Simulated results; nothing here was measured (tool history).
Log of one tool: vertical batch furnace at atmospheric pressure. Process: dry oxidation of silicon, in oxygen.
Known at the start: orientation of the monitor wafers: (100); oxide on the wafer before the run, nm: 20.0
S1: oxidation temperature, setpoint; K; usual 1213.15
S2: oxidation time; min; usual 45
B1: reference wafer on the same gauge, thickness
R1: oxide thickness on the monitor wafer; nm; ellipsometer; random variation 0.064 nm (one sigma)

run 1 hour=0 | S1=1197.15 S2=45 | B1=29.71 | R1=28.77
run 2 hour=67.3 | S1=1197.15 S2=45 | B1=29.71 | R1=28.75
run 3 hour=112.4 | S1=1197.15 S2=50 | B1=29.68 | R1=30.04
run 4 hour=188 | S1=1197.15 S2=50 | B1=29.68 | R1=30
run 5 hour=238.6 | S1=1197.15 S2=50 | B1=29.67 | R1=29.92
run 6 hour=273.6 | S1=1213.15 S2=45 | B1=29.68 | R1=31.53
run 7 hour=314.1 | S1=1213.15 S2=45 | B1=29.7 | R1=31.4
run 8 hour=371.2 | S1=1213.15 S2=45 | B1=29.69 | R1=31.38
-- hour=417.1 boat lift adjusted
run 9 hour=417.6 | S1=1223.15 S2=45 | B1=29.73 | R1=33.27
run 10 hour=452 | S1=1223.15 S2=45 | B1=29.66 | R1=33.24
-- hour=454.9 gauge calibrated
run 11 hour=483.9 | S1=1231.15 S2=45 | B1=29.69 | R1=34.72
run 12 hour=530.3 | S1=1231.15 S2=45 | B1=29.7 | R1=34.66
run 13 hour=609.4 | S1=1213.15 S2=45 | B1=29.69 | R1=31.44
run 14 hour=660.3 | S1=1213.15 S2=45 | B1=29.7 | R1=31.44
run 15 hour=701.4 | S1=1213.15 S2=45 | B1=29.69 | R1=31.48
run 16 hour=817.9 | S1=1213.15 S2=45 | B1=29.67 | R1=31.56
run 17 hour=861.5 | S1=1198.15 S2=45 | B1=29.69 | R1=29.01
-- hour=923.8 thermocouples replaced and temperature profile calibrated
run 18 hour=924.3 | S1=1213.15 S2=45 | B1=29.7 | R1=30.8
run 19 hour=961.1 | S1=1206.15 S2=52.5 | B1=29.67 | R1=31.6
run 20 hour=1017.5 | S1=1188.15 S2=53.5 | B1=29.69 | R1=28.74
run 21 hour=1050.5 | S1=1190.15 S2=58 | B1=29.68 | R1=29.82
run 22 hour=1113.7 | S1=1213.15 S2=53 | B1=29.7 | R1=33.07
run 23 hour=1164.1 | S1=1190.15 S2=60 | B1=29.71 | R1=30.4
run 24 hour=1206.2 | S1=1213.15 S2=45 | B1=29.71 | R1=30.85
run 25 hour=1251.9 | S1=1201.15 S2=34 | B1=29.71 | R1=26.52
run 26 hour=1316.8 | S1=1213.15 S2=37 | B1=29.71 | R1=28.76
run 27 hour=1379.9 | S1=1199.15 S2=30 | B1=29.68 | R1=25.41
run 28 hour=1406.3 | S1=1191.15 S2=34.5 | B1=29.72 | R1=25.41
run 29 hour=1443 | S1=1195.15 S2=33 | B1=29.69 | R1=25.5
run 30 hour=1486.7 | S1=1197.15 S2=56.5 | B1=29.71 | R1=30.94
run 31 hour=1518.2 | S1=1195.15 S2=45 | B1=29.69 | R1=28.26
run 32 hour=1542.3 | S1=1213.15 S2=38 | B1=29.72 | R1=29.07
run 33 hour=1600.9 | S1=1205.15 S2=54 | B1=29.67 | R1=31.81
run 34 hour=1668.7 | S1=1191.15 S2=45 | B1=29.68 | R1=27.65

The next listed run, before its measurement:
run 35 hour=1717.2 | S1=1197.15 S2=45 | B1=? | R1=?

{"run 35": {"B1": 29.7, "R1": 28.43}}
Without the tool's hidden state the same run would have given R1 28.14 nm.

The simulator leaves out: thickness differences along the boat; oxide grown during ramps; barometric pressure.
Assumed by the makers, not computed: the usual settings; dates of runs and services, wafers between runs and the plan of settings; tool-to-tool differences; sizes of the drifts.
